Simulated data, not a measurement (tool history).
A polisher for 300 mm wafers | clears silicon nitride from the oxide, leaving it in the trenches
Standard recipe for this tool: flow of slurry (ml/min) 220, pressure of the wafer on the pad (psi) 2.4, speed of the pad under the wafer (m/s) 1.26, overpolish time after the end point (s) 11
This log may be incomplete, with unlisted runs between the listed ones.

run,hour,flow of slurry (ml/min),pressure of the wafer on the pad (psi),speed of the pad under the wafer (m/s),overpolish time after the end point (s),"incoming thickness of the incoming film, nm",time until the end point was called (s)
1,0.0,220,2.4,1.26,11,79.3,84.3
2,17.1,220,2.4,1.26,11,81.3,85.8
3,28.3,220,2.4,1.26,14,80.2,85.4
4,35.9,220,2.4,1.26,14,79.6,83.1
5,45.9,220,2.4,1.26,11,81.2,87.6
6,62.6,220,2.4,1.26,11,78.9,85.9
7,77.9,220,2.4,1.26,11,80.3,88.9
8,92.4,220,2.4,1.26,11,79.4,85.9
9,98.4,220,2.4,1.26,11,78.8,85.8
10,108.8,220,2.4,1.26,11,80.7,97.3
11,121.6,220,2.4,1.26,11,81.0,99.1
12,132.9,220,2.4,1.26,11,78.4,97.6
13,149.0,220,2.4,1.26,11,79.5,97.1
14,165.6,220,2.4,1.26,11,80.9,102.0
15,180.8,220,2.4,1.26,11,81.1,100.3
16,195.3,245,2.4,1.26,11,81.0,86.3
17,212.8,285,1.8,1.66,11,80.2,90.1
18,222.9,220,1.7,1.26,11,80.7,128.2
19,236.7,220,2.4,1.26,11,80.7,94.0
20,245.5,190,2.4,1.26,11,79.1,93.0
21,259.7,220,2.4,1.26,11,80.6,97.0
22,272.6,220,2.4,1.26,11,78.9,94.6
23,285.7,220,2.4,1.26,11,79.1,95.1
24,301.7,220,2.0,1.26,4,79.8,115.3
25,309.3,220,2.4,1.26,11,79.8,96.3
26,316.6,195,2.1,0.90,8,79.6,155.9
27,333.7,220,1.6,1.14,11,80.1,159.7
28,342.0,220,2.4,1.26,11,79.6,94.6
29,349.6,220,2.4,0.88,11,80.8,139.8
30,355.8,220,2.4,1.26,15,78.6,97.0
31,370.3,220,2.4,1.26,11,80.4,87.0
32,380.6,220,2.4,1.52,11,78.8,72.6
33,388.5,255,2.4,1.26,11,80.3,87.7
34,401.5,240,2.1,1.26,16,79.6,100.7
35,412.1,220,2.4,1.26,11,80.6,92.8
36,422.3,145,3.2,1.26,11,79.6,72.7
37,428.5,220,2.8,1.26,13,79.4,79.9
38,442.2,145,2.4,1.64,11,80.0,75.5

The log once held 5 entries between its listed runs, left out of this copy. Where does each go, and what is different about the tool's unlogged condition between the listed run before it and the listed run after it?
After run 6, before run 7: slurry nozzle cleaned (hour 67.5)
  removal rate lost through wear of the pad, %: 9.92 -> 10.6; deviation of the head's pressure from its setpoint, %: 8.99 -> 9.39
  measured result minus the result with no hidden state, time until the end point was called (s): +1.6 -> +1.9
After run 9, before run 10: head pressure recalibrated (hour 107.7)
  removal rate lost through wear of the pad, %: 11.3 -> 11.5; deviation of the head's pressure from its setpoint, %: 9.93 -> -0.953
  measured result minus the result with no hidden state, time until the end point was called (s): +2.1 -> +12.1
After run 15, before run 16: worn pad replaced by a new one (hour 190.1)
  removal rate lost through wear of the pad, %: 12.5 -> 1.04; deviation of the head's pressure from its setpoint, %: -0.862 -> -0.823
  measured result minus the result with no hidden state, time until the end point was called (s): +13.3 -> +1.6
After run 24, before run 25: slurry nozzle cleaned (hour 304.8)
  removal rate lost through wear of the pad, %: 10.5 -> 10.8; deviation of the head's pressure from its setpoint, %: -0.314 -> -0.263
  measured result minus the result with no hidden state, time until the end point was called (s): +12.5 -> +10.6
After run 30, before run 31: worn pad replaced by a new one (hour 369.8)
  removal rate lost through wear of the pad, %: 11.8 -> 1.95; deviation of the head's pressure from its setpoint, %: 0.0923 -> 0.218
  measured result minus the result with no hidden state, time until the end point was called (s): +11.3 -> +1.5
